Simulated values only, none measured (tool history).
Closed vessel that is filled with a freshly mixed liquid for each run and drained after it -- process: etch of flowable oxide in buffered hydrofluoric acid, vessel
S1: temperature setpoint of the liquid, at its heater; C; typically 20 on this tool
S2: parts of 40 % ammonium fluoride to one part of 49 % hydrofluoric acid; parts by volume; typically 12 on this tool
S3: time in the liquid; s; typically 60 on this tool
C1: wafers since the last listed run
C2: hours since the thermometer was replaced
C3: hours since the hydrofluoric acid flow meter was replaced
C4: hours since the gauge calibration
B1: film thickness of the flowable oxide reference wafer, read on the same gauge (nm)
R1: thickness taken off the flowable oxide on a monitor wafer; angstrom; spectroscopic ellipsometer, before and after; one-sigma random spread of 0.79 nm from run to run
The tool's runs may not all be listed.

run	hour	S1	S2	S3	C1	C2	C3	C4	B1	R1
1	0	20	12	60	0	1400.2	2000.3	1168.3	109.97	1714
# hour 63.3: hydrofluoric acid flow meter replaced
2	80.4	20	12	60	8617	1480.6	17.1	1248.7	110	1710.7
3	167.8	20	12	60	9485	1568	104.5	1336.1	110.01	1714.9
4	261.7	20	12	60	10190	1661.9	198.4	1430	109.99	1709.5
5	346.1	20	12	60	9159	1746.3	282.8	1514.4	110	1714.9
6	385.1	20	12	60	4232	1785.3	321.8	1553.4	109.97	1714.3
7	472	20	12	60	9430	1872.2	408.7	1640.3	110	1732.4
8	538.9	20	12	60	7260	1939.1	475.6	1707.2	109.99	1717.3
9	623.4	24	12	60	9170	2023.6	560.1	1791.7	109.99	2157.3
10	676.2	20	12	60	5730	2076.4	612.9	1844.5	109.99	1729.7
11	733.2	20	12	60	6186	2133.4	669.9	1901.5	110	1741
12	812.8	20	12	60	8638	2213	749.5	1981.1	110.01	1740.1
13	888.7	20	12	60	8237	2288.9	825.4	2057	109.98	1740
14	944.5	20	12	60	6055	2344.7	881.2	2112.8	110.01	1734.7
15	989.2	20	12	60	4851	2389.4	925.9	2157.5	109.98	1736.4
# hour 1008.7: thermometer replaced
16	1075.8	20	12	60	9289	67.1	1012.5	2244.1	109.97	1659.1
17	1182.8	22.5	12	60	11612	174.1	1119.5	2351.1	110	1914.5
18	1251.9	20	12	60	7499	243.2	1188.6	2420.2	109.99	1683
19	1333.6	20	15.5	35	8866	324.9	1270.3	2501.9	109.98	760
20	1424.2	18.5	9.5	80	9832	415.5	1360.9	2592.5	110	2542.4
# hour 1454.4: gauge calibrated
21	1493.2	20	12	60	7488	484.5	1429.9	38.8	109.99	1671.1
22	1741.6	22	16	50	26957	732.9	1678.3	287.2	110.01	1186
23	1784.1	20	14	35	4612	775.4	1720.8	329.7	110.03	846.9
24	1923.6	20	12	60	15139	914.9	1860.3	469.2	109.99	1687
# hour 2017.4: hydrofluoric acid flow meter replaced
25	2017.9	23.5	16	60	10125	1009.2	0.5	563.5	109.98	1547.5
26	2095.7	20	12	35	8443	1087	78.3	641.3	110.02	996.5
27	2169	20	12	50	7954	1160.3	151.6	714.6	110.01	1407.1
28	2253.3	20	7	60	9148	1244.6	235.9	798.9	109.97	2822
29	2324.2	20	12	30	7694	1315.5	306.8	869.8	110	849.9
30	2391.6	20	12	45	7314	1382.9	374.2	937.2	109.99	1273.9
31	2447.1	20	10.5	60	6023	1438.4	429.7	992.7	110	1943
32	2545	25	8.5	60	10624	1536.3	527.6	1090.6	109.98	3037.9

State the hidden condition of the tool at each of the runs:
hydrofluoric acid flow above the setpoint (%): 0 at every run
gauge reads high (%): 0 at every run
H1: liquid hotter than its thermometer reads (K)
run	H1
1	0.452
2	0.476
3	0.501
4	0.529
5	0.554
6	0.566
7	0.592
8	0.611
9	0.636
10	0.652
11	0.669
12	0.693
13	0.715
14	0.732
15	0.745
16	0.0278
17	0.0595
18	0.08
19	0.104
20	0.131
21	0.151
22	0.225
23	0.238
24	0.279
25	0.307
26	0.33
27	0.352
28	0.377
29	0.398
30	0.418
31	0.434
32	0.463
